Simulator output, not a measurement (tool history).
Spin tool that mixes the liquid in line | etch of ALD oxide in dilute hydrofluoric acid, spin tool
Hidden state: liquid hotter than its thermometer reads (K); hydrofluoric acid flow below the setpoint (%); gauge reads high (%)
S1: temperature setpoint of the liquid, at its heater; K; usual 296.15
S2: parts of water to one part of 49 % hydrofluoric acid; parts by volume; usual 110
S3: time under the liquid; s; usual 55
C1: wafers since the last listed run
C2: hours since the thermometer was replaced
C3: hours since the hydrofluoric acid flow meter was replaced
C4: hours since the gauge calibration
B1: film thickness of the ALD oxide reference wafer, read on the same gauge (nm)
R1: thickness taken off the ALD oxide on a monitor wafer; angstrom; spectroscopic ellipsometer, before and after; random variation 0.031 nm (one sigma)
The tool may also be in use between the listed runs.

run	hour	S1	S2	S3	C1	C2	C3	C4	B1	R1
1	0.0	296.15	110	30	0	2610.6	1781.6	239.6	100.00	28.8
2	15.9	296.15	110	30	109	2626.5	1797.5	255.5	100.03	28.9
3	31.5	292.15	110	55	107	2642.1	1813.1	271.1	100.00	45.3
4	41.5	296.15	80	30	69	2652.1	1823.1	281.1	100.00	41.8
5	50.7	296.15	80	30	63	2661.3	1832.3	290.3	99.99	41.6
6	63.1	296.15	70	55	85	2673.7	1844.7	302.7	99.98	88.1
7	74.5	296.15	70	55	78	2685.1	1856.1	314.1	100.01	87.4
8	87.6	298.65	110	30	90	2698.2	1869.2	327.2	100.01	31.8
9	105.5	298.65	110	30	123	2716.1	1887.1	345.1	99.99	31.4
10	121.5	298.65	110	30	110	2732.1	1903.1	361.1	100.03	31.8
11	135.5	296.15	110	55	96	2746.1	1917.1	375.1	99.99	52.8
# hour 138.6: gauge calibrated
12	150.9	296.15	110	55	106	2761.5	1932.5	12.3	99.99	52.6
13	165.3	296.15	110	55	99	2775.9	1946.9	26.7	100.01	52.4
14	178.7	297.65	75	55	92	2789.3	1960.3	40.1	99.98	86.4
15	193.2	296.15	65	20	100	2803.8	1974.8	54.6	100.00	34.4
16	204.3	300.15	65	40	76	2814.9	1985.9	65.7	100.02	80.6
17	218.6	296.15	110	30	98	2829.2	2000.2	80.0	100.00	28.5
# hour 224.1: hydrofluoric acid flow meter replaced
# hour 225.7: thermometer replaced
18	234.7	296.15	70	55	97	9.0	10.6	96.1	99.98	100.9
19	250.6	294.15	90	85	109	24.9	26.5	112.0	100.04	108.1
20	258.9	296.15	110	35	57	33.2	34.8	120.3	100.04	38.5
21	274.0	296.15	75	55	104	48.3	49.9	135.4	100.01	91.9
22	287.8	294.15	95	55	95	62.1	63.7	149.2	99.99	66.0
23	305.3	298.15	150	70	120	79.6	81.2	166.7	100.01	57.8
24	321.2	299.15	55	55	109	95.5	97.1	182.6	99.96	146.4
25	329.5	296.15	70	55	57	103.8	105.4	190.9	100.00	100.2
26	341.2	296.15	125	55	80	115.5	117.1	202.6	100.01	51.9
27	357.3	296.15	110	75	111	131.6	133.2	218.7	100.03	82.5

Measured less the same run without the tool's hidden state. The same run-to-run variation is in both; the gauge's scatter may not be:
run	R1
1	-4.4
2	-4.5
3	-7.1
4	-6.4
5	-6.4
6	-13.5
7	-13.5
8	-5.2
9	-5.2
10	-5.3
11	-8.8
12	-8.9
13	-8.8
14	-14.3
15	-5.6
16	-13.4
17	-5.0
18	-1.3
19	-1.4
20	-0.6
21	-1.4
22	-1.1
23	-1.1
24	-2.6
25	-1.9
26	-1.1
27	-1.8
